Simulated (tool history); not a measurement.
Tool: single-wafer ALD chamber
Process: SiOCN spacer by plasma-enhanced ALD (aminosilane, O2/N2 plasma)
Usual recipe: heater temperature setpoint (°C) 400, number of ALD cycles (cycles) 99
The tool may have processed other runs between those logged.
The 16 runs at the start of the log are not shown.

run,day,heater temperature setpoint (°C),number of ALD cycles (cycles),"read-back reference wafer on the same gauge, thickness_nm",mean film thickness on the monitor wafer (angstrom)
17,30.546,408,86,5.605,49.79
# day 30.867: gauge calibrated
18,33.062,400,99,5.61,58.7
19,34.746,400,99,5.614,58.76
20,36.9,394,115,5.608,68.14
21,38.829,411,111,5.614,63.73
22,40.675,391,91,5.609,54.15
23,41.688,407,99,5.61,57.65
24,44.025,389,80,5.614,47.48
25,46.296,400,110,5.61,65.26
26,47.383,412,99,5.611,56.61
27,48.683,411,92,5.612,52.82
28,49.846,393,82,5.616,48.74
29,51.004,400,99,5.604,58.87
# day 52.112: thermocouple changed; heater temperature recalibrated
30,53.371,400,99,5.607,58.62
31,56.212,409,115,5.607,66.24
32,62.508,410,87,5.616,49.93
33,64.692,408,86,5.601,49.76
34,66.896,410,87,5.607,49.92
35,69.796,400,118,5.608,69.86
36,72.633,390,115,5.606,68.3
# day 74.608: gauge calibrated
37,75.583,405,99,5.605,57.59
38,78.025,409,99,5.615,57.22
39,80.912,400,99,5.614,58.6

Each row is a separate what-if for the run after 39, all from the same tool condition, not one after another. Results?
A,80.938,400,99,?,?
B,80.938,406,99,?,?
C,80.938,387,99,?,?
D,80.938,388,99,?,?

run,"read-back reference wafer on the same gauge, thickness_nm",mean film thickness on the monitor wafer (angstrom)
A,5.608,58.63
B,5.608,57.53
C,5.608,58.63
D,5.608,58.63
With the hidden condition removed and each run's random variation left untouched, the same runs would have given:
run,mean film thickness on the monitor wafer (angstrom)
A,58.63
B,57.53
C,58.63
D,58.63
